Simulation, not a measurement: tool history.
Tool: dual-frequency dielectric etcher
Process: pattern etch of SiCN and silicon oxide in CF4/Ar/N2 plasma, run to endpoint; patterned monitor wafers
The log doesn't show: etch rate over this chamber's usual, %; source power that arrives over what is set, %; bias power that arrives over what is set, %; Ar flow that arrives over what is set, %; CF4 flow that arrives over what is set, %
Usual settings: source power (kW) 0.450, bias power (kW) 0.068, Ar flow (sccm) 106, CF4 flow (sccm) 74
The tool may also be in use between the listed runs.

| run | hour | source power (kW) | bias power (kW) | Ar flow (sccm) | CF4 flow (sccm) | wafers since the last listed run | hours since the last wet clean | hours since the last source power generator calibration | hours since the last bias power generator calibration | hours since the last Ar flow controller change | hours since the last CF4 flow controller change | hours since the last upper electrode change | incoming incoming film thickness, nm | endpoint time (s) |
|---|---|---|---|---|---|---|---|---|---|---|---|---|---|---|
| 1 | 0.0 | 0.400 | 0.068 | 106 | 74 | 0 | 86.4 | 714.2 | 1812.4 | 3370.5 | 4049.7 | 4061.3 | 8.65 | 11.8 |
| 2 | 49.2 | 0.400 | 0.068 | 106 | 74 | 666 | 135.6 | 763.4 | 1861.6 | 3419.7 | 4098.9 | 4110.5 | 8.73 | 12.2 |
| 3 | 109.0 | 0.450 | 0.068 | 106 | 74 | 809 | 195.4 | 823.2 | 1921.4 | 3479.5 | 4158.7 | 4170.3 | 8.69 | 10.5 |
| 4 | 150.5 | 0.450 | 0.068 | 106 | 74 | 561 | 236.9 | 864.7 | 1962.9 | 3521.0 | 4200.2 | 4211.8 | 8.73 | 10.6 |
| 5 | 304.0 | 0.450 | 0.068 | 106 | 74 | 2078 | 390.4 | 1018.2 | 2116.4 | 3674.5 | 4353.7 | 4365.3 | 8.80 | 10.5 |
| 6 | 387.8 | 0.450 | 0.068 | 106 | 74 | 1134 | 474.2 | 1102.0 | 2200.2 | 3758.3 | 4437.5 | 4449.1 | 8.72 | 10.5 |
|  | 428.2 | wet clean of the chamber |
| 7 | 487.1 | 0.450 | 0.068 | 106 | 74 | 1019 | 58.9 | 1201.3 | 2299.5 | 3857.6 | 4536.8 | 4548.4 | 8.76 | 10.5 |
| 8 | 594.8 | 0.450 | 0.063 | 106 | 74 | 1458 | 166.6 | 1309.0 | 2407.2 | 3965.3 | 4644.5 | 4656.1 | 8.63 | 10.8 |
| 9 | 645.6 | 0.450 | 0.063 | 106 | 74 | 687 | 217.4 | 1359.8 | 2458.0 | 4016.1 | 4695.3 | 4706.9 | 8.70 | 10.9 |
| 10 | 714.9 | 0.450 | 0.063 | 106 | 74 | 938 | 286.7 | 1429.1 | 2527.3 | 4085.4 | 4764.6 | 4776.2 | 8.68 | 10.8 |
| 11 | 762.5 | 0.450 | 0.063 | 106 | 74 | 644 | 334.3 | 1476.7 | 2574.9 | 4133.0 | 4812.2 | 4823.8 | 8.68 | 10.8 |
| 12 | 830.4 | 0.450 | 0.053 | 106 | 74 | 919 | 402.2 | 1544.6 | 2642.8 | 4200.9 | 4880.1 | 4891.7 | 8.68 | 11.8 |
| 13 | 897.9 | 0.490 | 0.061 | 120 | 74 | 914 | 469.7 | 1612.1 | 2710.3 | 4268.4 | 4947.6 | 4959.2 | 8.64 | 10.1 |
|  | 969.9 | wet clean of the chamber |
| 14 | 970.4 | 0.450 | 0.053 | 106 | 74 | 656 | 0.5 | 1684.6 | 2782.8 | 4340.9 | 5020.1 | 5031.7 | 8.67 | 11.9 |
| 15 | 1014.5 | 0.450 | 0.068 | 123 | 74 | 597 | 44.6 | 1728.7 | 2826.9 | 4385.0 | 5064.2 | 5075.8 | 8.67 | 10.9 |
| 16 | 1064.2 | 0.450 | 0.068 | 106 | 63 | 673 | 94.3 | 1778.4 | 2876.6 | 4434.7 | 5113.9 | 5125.5 | 8.71 | 10.7 |
|  | 1170.0 | CF4 flow controller replaced |
|  | 1220.2 | bias power generator calibrated |
| 17 | 1302.7 | 0.480 | 0.052 | 124 | 63 | 3094 | 332.8 | 2016.9 | 82.5 | 4673.2 | 132.7 | 5364.0 | 8.75 | 11.7 |
| 18 | 1382.4 | 0.450 | 0.068 | 123 | 74 | 1079 | 412.5 | 2096.6 | 162.2 | 4752.9 | 212.4 | 5443.7 | 8.61 | 10.9 |
|  | 1424.2 | Ar flow controller replaced |
|  | 1449.8 | source power generator calibrated |
|  | 1461.1 | wet clean of the chamber |
| 19 | 1468.1 | 0.450 | 0.068 | 106 | 74 | 873 | 7.0 | 18.3 | 247.9 | 43.9 | 298.1 | 5529.4 | 8.62 | 10.3 |
|  | 1525.7 | upper electrode replaced |
| 20 | 1526.2 | 0.450 | 0.076 | 122 | 74 | 461 | 65.1 | 76.4 | 306.0 | 102.0 | 356.2 | 0.5 | 8.76 | 10.1 |
| 21 | 1572.3 | 0.510 | 0.068 | 106 | 74 | 624 | 111.2 | 122.5 | 352.1 | 148.1 | 402.3 | 46.6 | 8.63 | 9.1 |
| 22 | 1665.8 | 0.450 | 0.068 | 81 | 58 | 1266 | 204.7 | 216.0 | 445.6 | 241.6 | 495.8 | 140.1 | 8.75 | 10.4 |
|  | 1976.1 | wet clean of the chamber |
| 23 | 1985.2 | 0.450 | 0.068 | 98 | 82 | 4000 | 9.1 | 535.4 | 765.0 | 561.0 | 815.2 | 459.5 | 8.63 | 10.0 |
| 24 | 2022.8 | 0.450 | 0.068 | 106 | 74 | 509 | 46.7 | 573.0 | 802.6 | 598.6 | 852.8 | 497.1 | 8.71 | 10.5 |
| 25 | 2072.2 | 0.450 | 0.068 | 125 | 58 | 668 | 96.1 | 622.4 | 852.0 | 648.0 | 902.2 | 546.5 | 8.70 | 11.0 |

Forecast each of these 3 alternatives for the next run:
| A | 2072.6 | 0.530 | 0.068 | 106 | 74 | 5 | 96.5 | 622.8 | 852.4 | 648.4 | 902.6 | 546.9 | 8.73 | ? |
| B | 2072.6 | 0.420 | 0.055 | 106 | 74 | 5 | 96.5 | 622.8 | 852.4 | 648.4 | 902.6 | 546.9 | 8.73 | ? |
| C | 2072.6 | 0.490 | 0.053 | 106 | 91 | 5 | 96.5 | 622.8 | 852.4 | 648.4 | 902.6 | 546.9 | 8.73 | ? |

| run | endpoint time (s) |
|---|---|
| A | 8.7 |
| B | 12.3 |
| C | 10.2 |
Without the tool's hidden state the same runs would have given:
| run | endpoint time (s) |
|---|---|
| A | 8.7 |
| B | 12.3 |
| C | 10.2 |
